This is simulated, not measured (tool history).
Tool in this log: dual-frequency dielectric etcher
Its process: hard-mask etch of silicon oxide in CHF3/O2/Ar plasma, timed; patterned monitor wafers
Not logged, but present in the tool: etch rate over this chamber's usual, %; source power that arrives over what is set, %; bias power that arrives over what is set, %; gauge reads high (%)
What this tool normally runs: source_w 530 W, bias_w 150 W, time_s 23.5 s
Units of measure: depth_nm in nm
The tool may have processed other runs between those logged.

| run | hour | source_w | bias_w | time_s | wafers since the last listed run | hours since the last wet clean | hours since the last source power generator calibration | hours since the last bias power generator calibration | hours since the last upper electrode change | hours since the gauge calibration | read-back reference wafer on the same gauge, depth_nm | depth_nm |
|---|---|---|---|---|---|---|---|---|---|---|---|---|
| 1 | 0 | 530 | 150 | 23.5 | 0 | 246.2 | 2094.6 | 49.6 | 5177.7 | 1684.7 | 33.35 | 41.36 |
| 2 | 106.4 | 530 | 150 | 23.5 | 1347 | 352.6 | 2201 | 156 | 5284.1 | 1791.1 | 33.39 | 41.4 |
|  | 119 | gauge calibrated |
| 3 | 173 | 530 | 150 | 23.5 | 843 | 419.2 | 2267.6 | 222.6 | 5350.7 | 54 | 33.4 | 41.39 |
| 4 | 225 | 530 | 150 | 23.5 | 658 | 471.2 | 2319.6 | 274.6 | 5402.7 | 106 | 33.37 | 41.45 |
| 5 | 266.6 | 530 | 150 | 25.5 | 526 | 512.8 | 2361.2 | 316.2 | 5444.3 | 147.6 | 33.35 | 44.86 |
| 6 | 336.9 | 570 | 150 | 19.5 | 890 | 583.1 | 2431.5 | 386.5 | 5514.6 | 217.9 | 33.41 | 34.92 |
|  | 374.1 | wet clean of the chamber |
| 7 | 392.6 | 570 | 150 | 19.5 | 401 | 18.5 | 2487.2 | 442.2 | 5570.3 | 273.6 | 33.41 | 34.99 |
| 8 | 451.7 | 530 | 150 | 18.5 | 748 | 77.6 | 2546.3 | 501.3 | 5629.4 | 332.7 | 33.39 | 32.62 |
| 9 | 508.9 | 530 | 187 | 23.5 | 724 | 134.8 | 2603.5 | 558.5 | 5686.6 | 389.9 | 33.39 | 44.74 |
| 10 | 549.5 | 530 | 150 | 18.5 | 514 | 175.4 | 2644.1 | 599.1 | 5727.2 | 430.5 | 33.41 | 32.48 |
| 11 | 633.4 | 530 | 150 | 23.5 | 1062 | 259.3 | 2728 | 683 | 5811.1 | 514.4 | 33.37 | 41.37 |
| 12 | 716.7 | 600 | 150 | 19.5 | 1054 | 342.6 | 2811.3 | 766.3 | 5894.4 | 597.7 | 33.41 | 35.32 |
|  | 768.8 | upper electrode replaced, of another model than before |
| 13 | 776.5 | 470 | 186 | 23.5 | 453 | 402.4 | 2871.1 | 826.1 | 7.7 | 657.5 | 33.37 | 40.96 |
| 14 | 837 | 610 | 132 | 19.5 | 765 | 462.9 | 2931.6 | 886.6 | 68.2 | 718 | 33.41 | 35.23 |
| 15 | 897.9 | 530 | 127 | 23.5 | 771 | 523.8 | 2992.5 | 947.5 | 129.1 | 778.9 | 33.44 | 39.84 |

Run 16 comes next. What will it give?
| 16 | 936.7 | 470 | 120 | 23.5 | 491 | 562.6 | 3031.3 | 986.3 | 167.9 | 817.7 | ? | ? |

{"run 16": {"read-back reference wafer on the same gauge, depth_nm": 33.36, "depth_nm": 37.33}}
Had the tool carried no hidden state, the very same run would have given depth_nm 37.89 nm.
